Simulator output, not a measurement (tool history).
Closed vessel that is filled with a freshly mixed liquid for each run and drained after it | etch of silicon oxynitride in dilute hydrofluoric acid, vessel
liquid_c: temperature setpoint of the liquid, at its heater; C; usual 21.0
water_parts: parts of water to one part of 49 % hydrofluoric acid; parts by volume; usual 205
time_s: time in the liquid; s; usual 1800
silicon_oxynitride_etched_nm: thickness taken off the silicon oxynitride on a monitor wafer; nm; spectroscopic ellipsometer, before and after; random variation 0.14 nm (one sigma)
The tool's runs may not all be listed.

run    hour  liquid_c  water_parts  time_s  wafers since the last listed run  hours since the thermometer was replaced  hours since the hydrofluoric acid flow meter was replaced  hours since the gauge calibration  read-back film thickness of the silicon oxynitride reference wafer, read on the same gauge (nm)  silicon_oxynitride_etched_nm
  1     0.0      21.0          205    1800                                 0                                    1519.1                                                       69.1                             1874.5                                                                                            90.01                         14.35
  2    42.2      24.0          205    1800                              1370                                    1561.3                                                      111.3                             1916.7                                                                                            89.99                         16.39
  3    82.0      24.0          205    1800                              1292                                    1601.1                                                      151.1                             1956.5                                                                                            89.98                         16.61
  4   170.4      21.0          205    1800                              2871                                    1689.5                                                      239.5                             2044.9                                                                                            89.99                         14.47
  5   263.4      21.0          205    1800                              3021                                    1782.5                                                      332.5                             2137.9                                                                                            89.99                         14.51
  6   323.2      21.0          205    1800                              1942                                    1842.3                                                      392.3                             2197.7                                                                                            90.02                         14.35
  7   364.5      21.0          205    1010                              1341                                    1883.6                                                      433.6                             2239.0                                                                                            89.99                          8.01
  8   463.2      21.0          205    1010                              3206                                    1982.3                                                      532.3                             2337.7                                                                                            90.00                          8.16
  9   545.4      21.0          205    1800                              2670                                    2064.5                                                      614.5                             2419.9                                                                                            89.97                         14.44
      804.7  -- hydrofluoric acid flow meter replaced
 10   815.5      21.0          205    2040                              8741                                    2334.6                                                       10.8                             2690.0                                                                                            89.99                         16.51
 11   922.7      21.0          205    2040                              3482                                    2441.8                                                      118.0                             2797.2                                                                                            90.02                         16.28
 12   959.7      21.0          205    1800                              1201                                    2478.8                                                      155.0                             2834.2                                                                                            89.99                         14.55
 13  1021.4      21.0          205    1800                              2004                                    2540.5                                                      216.7                             2895.9                                                                                            90.01                         14.51
     1031.8  -- thermometer replaced
 14  1061.8      21.0          205    2315                              1279                                      30.0                                                      257.1                             2936.3                                                                                            90.01                         18.76
     1091.0  -- gauge calibrated
 15  1126.9      24.0          240     925                              2114                                      95.1                                                      322.2                               35.9                                                                                            90.02                          6.97
 16  1168.1      21.0          285    1800                              1338                                     136.3                                                      363.4                               77.1                                                                                            90.01                         10.05
 17  1216.2      21.0          275    1800                              1562                                     184.4                                                      411.5                              125.2                                                                                            90.04                         10.34
 18  1289.3      23.0          205    1800                              2374                                     257.5                                                      484.6                              198.3                                                                                            90.01                         15.91
 19  1493.4      24.5          175    1380                              6630                                     461.6                                                      688.7                              402.4                                                                                            89.98                         15.78
     1526.2  -- hydrofluoric acid flow meter replaced
 20  1565.7      21.0          205    1800                              2316                                     533.9                                                       39.5                              474.7                                                                                            89.99                         14.68
 21  1771.0      22.5          285    1220                              6669                                     739.2                                                      244.8                              680.0                                                                                            89.98                          7.19
 22  1809.1      23.5          205    2710                              1237                                     777.3                                                      282.9                              718.1                                                                                            90.02                         24.41
 23  1881.7      21.0          125    1800                              2358                                     849.9                                                      355.5                              790.7                                                                                            90.00                         25.37
 24  1964.5      19.5          155    2630                              2689                                     932.7                                                      438.3                              873.5                                                                                            89.99                         26.77
 25  2038.4      19.5          260    2180                              2400                                    1006.6                                                      512.2                              947.4                                                                                            89.98                         12.69
 26  2129.3      19.0          250    1800                              2952                                    1097.5                                                      603.1                             1038.3                                                                                            90.01                         10.54
 27  2204.5      25.0          105     945                              2442                                    1172.7                                                      678.3                             1113.5                                                                                            90.02                         19.11
 28  2298.6      24.5          110    1800                              3056                                    1266.8                                                      772.4                             1207.6                                                                                            90.00                         33.88
 29  2380.2      21.0          205    1800                              2650                                    1348.4                                                      854.0                             1289.2                                                                                            89.98                         14.57
     2398.9  -- hydrofluoric acid flow meter replaced
 30  2459.2      21.0          205    1800                              2533                                    1427.4                                                       60.3                             1368.2                                                                                            89.97                         14.43
 31  2501.9      17.0          285    1185                              1387                                    1470.1                                                      103.0                             1410.9                                                                                            89.99                          5.45
 32  2547.7      21.0          165    2080                              1487                                    1515.9                                                      148.8                             1456.7                                                                                            89.99                         21.33

The tool's hidden state at each run:
liquid hotter than its thermometer reads (K): 0 in every run
hydrofluoric acid flow below the setpoint (%): 0 in every run
gauge reads high (%): 0 in every run
